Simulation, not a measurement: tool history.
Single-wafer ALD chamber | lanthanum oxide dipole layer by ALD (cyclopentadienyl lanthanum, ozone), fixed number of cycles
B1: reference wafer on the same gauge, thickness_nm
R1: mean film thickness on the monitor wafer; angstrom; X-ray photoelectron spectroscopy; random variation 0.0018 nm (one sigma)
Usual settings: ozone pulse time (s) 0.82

run 1 day=0 | ozone_pulse_time_(s)=0.95 | B1=0.405 | R1=4.83
run 2 day=1.075 | ozone_pulse_time_(s)=0.95 | B1=0.405 | R1=4.84
run 3 day=2.033 | ozone_pulse_time_(s)=0.95 | B1=0.404 | R1=4.84
run 4 day=3.321 | ozone_pulse_time_(s)=0.56 | B1=0.404 | R1=4.19
run 5 day=4.421 | ozone_pulse_time_(s)=0.89 | B1=0.404 | R1=4.75
run 6 day=6.854 | ozone_pulse_time_(s)=0.89 | B1=0.403 | R1=4.79
run 7 day=8.204 | ozone_pulse_time_(s)=0.82 | B1=0.404 | R1=4.66
run 8 day=9.096 | ozone_pulse_time_(s)=0.82 | B1=0.404 | R1=4.66
run 9 day=9.804 | ozone_pulse_time_(s)=0.82 | B1=0.404 | R1=4.67
run 10 day=12.646 | ozone_pulse_time_(s)=0.59 | B1=0.404 | R1=4.28
run 11 day=13.808 | ozone_pulse_time_(s)=0.7 | B1=0.403 | R1=4.48
run 12 day=14.496 | ozone_pulse_time_(s)=0.82 | B1=0.404 | R1=4.68
run 13 day=15.233 | ozone_pulse_time_(s)=0.82 | B1=0.404 | R1=4.68
run 14 day=16.254 | ozone_pulse_time_(s)=0.82 | B1=0.404 | R1=4.67
-- day=16.8 thermocouple changed; heater temperature recalibrated
run 15 day=16.971 | ozone_pulse_time_(s)=0.82 | B1=0.404 | R1=4.64
run 16 day=17.767 | ozone_pulse_time_(s)=0.82 | B1=0.404 | R1=4.63
run 17 day=18.688 | ozone_pulse_time_(s)=0.82 | B1=0.404 | R1=4.65

Run 18 comes next. What will it give?
run 18 day=19.496 | ozone_pulse_time_(s)=1.06 | B1=? | R1=?

Run 18 gave B1 0.405, R1 4.95 angstrom.
Without the tool's hidden state the same run would have given R1 4.95 angstrom.
